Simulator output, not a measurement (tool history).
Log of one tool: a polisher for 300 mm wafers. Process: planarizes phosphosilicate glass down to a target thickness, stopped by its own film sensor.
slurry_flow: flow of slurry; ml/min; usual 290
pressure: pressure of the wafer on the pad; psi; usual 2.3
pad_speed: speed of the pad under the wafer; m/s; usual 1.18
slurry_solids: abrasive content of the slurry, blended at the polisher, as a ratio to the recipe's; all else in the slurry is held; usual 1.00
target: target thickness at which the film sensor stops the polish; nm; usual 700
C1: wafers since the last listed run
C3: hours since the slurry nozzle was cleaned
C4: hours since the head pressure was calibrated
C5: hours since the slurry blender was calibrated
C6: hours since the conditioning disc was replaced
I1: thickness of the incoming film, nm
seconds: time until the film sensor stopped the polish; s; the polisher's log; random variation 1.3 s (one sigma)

run 1 hour=0.0 | slurry_flow=290 pressure=2.7 pad_speed=1.18 slurry_solids=1.00 target=700 | C1=0 wafers_polished_on_this_pad=610 C3=63.0 C4=1088.8 C5=65.2 C6=183.9 | I1=1388.8 | seconds=106.9
run 2 hour=32.0 | slurry_flow=290 pressure=2.7 pad_speed=1.18 slurry_solids=1.00 target=700 | C1=337 wafers_polished_on_this_pad=947 C3=95.0 C4=1120.8 C5=97.2 C6=215.9 | I1=1373.4 | seconds=103.5
-- hour=51.5 conditioning disc replaced and pad reconditioned
run 3 hour=61.6 | slurry_flow=290 pressure=2.7 pad_speed=1.18 slurry_solids=1.00 target=700 | C1=290 wafers_polished_on_this_pad=1238 C3=124.6 C4=1150.4 C5=126.8 C6=10.1 | I1=1414.9 | seconds=112.1
run 4 hour=77.4 | slurry_flow=290 pressure=2.3 pad_speed=1.18 slurry_solids=0.95 target=700 | C1=166 wafers_polished_on_this_pad=1404 C3=140.4 C4=1166.2 C5=142.6 C6=25.9 | I1=1377.6 | seconds=121.9
-- hour=81.6 head pressure recalibrated
run 5 hour=93.8 | slurry_flow=380 pressure=2.3 pad_speed=1.44 slurry_solids=1.15 target=940 | C1=151 wafers_polished_on_this_pad=1556 C3=156.8 C4=12.2 C5=159.0 C6=42.3 | I1=1408.0 | seconds=60.7
run 6 hour=143.6 | slurry_flow=225 pressure=2.3 pad_speed=1.30 slurry_solids=1.00 target=700 | C1=524 wafers_polished_on_this_pad=2080 C3=206.6 C4=62.0 C5=208.8 C6=92.1 | I1=1394.1 | seconds=106.2
-- hour=150.1 slurry blender recalibrated
run 7 hour=170.8 | slurry_flow=290 pressure=2.7 pad_speed=1.18 slurry_solids=1.00 target=700 | C1=265 wafers_polished_on_this_pad=2346 C3=233.8 C4=89.2 C5=20.7 C6=119.3 | I1=1372.6 | seconds=97.9
run 8 hour=196.9 | slurry_flow=200 pressure=2.3 pad_speed=1.06 slurry_solids=1.00 target=700 | C1=274 wafers_polished_on_this_pad=2621 C3=259.9 C4=115.3 C5=46.8 C6=145.4 | I1=1382.9 | seconds=130.4
-- hour=215.2 worn pad replaced by a new one
run 9 hour=219.5 | slurry_flow=290 pressure=2.3 pad_speed=0.82 slurry_solids=1.30 target=700 | C1=195 wafers_polished_on_this_pad=45 C3=282.5 C4=137.9 C5=69.4 C6=168.0 | I1=1384.0 | seconds=142.2
run 10 hour=239.2 | slurry_flow=290 pressure=2.6 pad_speed=1.18 slurry_solids=1.00 target=700 | C1=207 wafers_polished_on_this_pad=253 C3=302.2 C4=157.6 C5=89.1 C6=187.7 | I1=1409.1 | seconds=107.0
run 11 hour=266.8 | slurry_flow=290 pressure=2.0 pad_speed=1.18 slurry_solids=0.85 target=876 | C1=290 wafers_polished_on_this_pad=543 C3=329.8 C4=185.2 C5=116.7 C6=215.3 | I1=1392.4 | seconds=105.0
-- hour=281.7 conditioning disc replaced and pad reconditioned
run 12 hour=351.4 | slurry_flow=290 pressure=1.6 pad_speed=1.18 slurry_solids=1.00 target=700 | C1=870 wafers_polished_on_this_pad=1413 C3=414.4 C4=269.8 C5=201.3 C6=69.7 | I1=1371.3 | seconds=147.3
run 13 hour=383.6 | slurry_flow=290 pressure=2.3 pad_speed=1.56 slurry_solids=1.10 target=939 | C1=339 wafers_polished_on_this_pad=1752 C3=446.6 C4=302.0 C5=233.5 C6=101.9 | I1=1400.5 | seconds=59.9
-- hour=406.3 slurry blender recalibrated
run 14 hour=412.2 | slurry_flow=290 pressure=2.3 pad_speed=0.98 slurry_solids=1.00 target=504 | C1=280 wafers_polished_on_this_pad=2033 C3=475.2 C4=330.6 C5=5.9 C6=130.5 | I1=1377.5 | seconds=174.6
-- hour=426.7 worn pad replaced by a new one
run 15 hour=476.5 | slurry_flow=330 pressure=3.1 pad_speed=1.44 slurry_solids=1.00 target=700 | C1=635 wafers_polished_on_this_pad=525 C3=539.5 C4=394.9 C5=70.2 C6=194.8 | I1=1361.9 | seconds=77.2
run 16 hour=506.1 | slurry_flow=290 pressure=2.3 pad_speed=1.02 slurry_solids=1.00 target=478 | C1=311 wafers_polished_on_this_pad=836 C3=569.1 C4=424.5 C5=99.8 C6=224.4 | I1=1403.3 | seconds=180.7
-- hour=534.8 conditioning disc replaced and pad reconditioned
run 17 hour=536.4 | slurry_flow=335 pressure=2.3 pad_speed=0.96 slurry_solids=1.00 target=700 | C1=298 wafers_polished_on_this_pad=1134 C3=599.4 C4=454.8 C5=130.1 C6=1.6 | I1=1376.2 | seconds=136.3
run 18 hour=554.6 | slurry_flow=290 pressure=2.3 pad_speed=0.96 slurry_solids=1.30 target=700 | C1=191 wafers_polished_on_this_pad=1326 C3=617.6 C4=473.0 C5=148.3 C6=19.8 | I1=1399.5 | seconds=131.5
run 19 hour=568.7 | slurry_flow=290 pressure=2.3 pad_speed=1.34 slurry_solids=1.00 target=866 | C1=148 wafers_polished_on_this_pad=1475 C3=631.7 C4=487.1 C5=162.4 C6=33.9 | I1=1389.5 | seconds=82.0
run 20 hour=601.8 | slurry_flow=290 pressure=2.3 pad_speed=1.18 slurry_solids=1.00 target=541 | C1=348 wafers_polished_on_this_pad=1823 C3=664.8 C4=520.2 C5=195.5 C6=67.0 | I1=1372.0 | seconds=146.0
-- hour=656.1 worn pad replaced by a new one
-- hour=658.4 slurry blender recalibrated
-- hour=676.9 slurry nozzle cleaned
run 21 hour=681.8 | slurry_flow=290 pressure=2.3 pad_speed=1.18 slurry_solids=1.00 target=700 | C1=768 wafers_polished_on_this_pad=239 C3=4.9 C4=600.2 C5=23.4 C6=147.0 | I1=1403.0 | seconds=123.1
run 22 hour=716.9 | slurry_flow=290 pressure=2.3 pad_speed=1.18 slurry_solids=1.00 target=700 | C1=369 wafers_polished_on_this_pad=609 C3=40.0 C4=635.3 C5=58.5 C6=182.1 | I1=1366.0 | seconds=117.7
run 23 hour=730.0 | slurry_flow=290 pressure=2.3 pad_speed=1.18 slurry_solids=1.00 target=700 | C1=137 wafers_polished_on_this_pad=747 C3=53.1 C4=648.4 C5=71.6 C6=195.2 | I1=1401.6 | seconds=123.8
run 24 hour=752.8 | slurry_flow=290 pressure=2.3 pad_speed=1.18 slurry_solids=1.15 target=700 | C1=240 wafers_polished_on_this_pad=987 C3=75.9 C4=671.2 C5=94.4 C6=218.0 | I1=1405.1 | seconds=120.5
-- hour=758.1 conditioning disc replaced and pad reconditioned
run 25 hour=770.3 | slurry_flow=290 pressure=1.5 pad_speed=1.00 slurry_solids=1.00 target=700 | C1=163 wafers_polished_on_this_pad=1150 C3=93.4 C4=688.7 C5=111.9 C6=12.2 | I1=1392.2 | seconds=191.6

Forecast each of these 4 alternatives for the next run:
run A hour=770.7 | slurry_flow=290 pressure=2.3 pad_speed=1.18 slurry_solids=1.00 target=700 | C1=4 wafers_polished_on_this_pad=1154 C3=93.8 C4=689.1 C5=112.3 C6=12.6 | I1=1385.3 | seconds=?
run B hour=770.7 | slurry_flow=290 pressure=3.0 pad_speed=1.18 slurry_solids=1.00 target=700 | C1=4 wafers_polished_on_this_pad=1154 C3=93.8 C4=689.1 C5=112.3 C6=12.6 | I1=1385.3 | seconds=?
run C hour=770.7 | slurry_flow=345 pressure=2.3 pad_speed=1.06 slurry_solids=0.85 target=547 | C1=4 wafers_polished_on_this_pad=1154 C3=93.8 C4=689.1 C5=112.3 C6=12.6 | I1=1385.3 | seconds=?
run D hour=770.7 | slurry_flow=290 pressure=1.5 pad_speed=1.52 slurry_solids=1.10 target=700 | C1=4 wafers_polished_on_this_pad=1154 C3=93.8 C4=689.1 C5=112.3 C6=12.6 | I1=1385.3 | seconds=?

run=A seconds=124.7
run=B seconds=100.8
run=C seconds=175.0
run=D seconds=134.4
Without the tool's hidden state the same runs would have given:
run=A seconds=113.2
run=B seconds=91.5
run=C seconds=158.9
run=D seconds=122.0

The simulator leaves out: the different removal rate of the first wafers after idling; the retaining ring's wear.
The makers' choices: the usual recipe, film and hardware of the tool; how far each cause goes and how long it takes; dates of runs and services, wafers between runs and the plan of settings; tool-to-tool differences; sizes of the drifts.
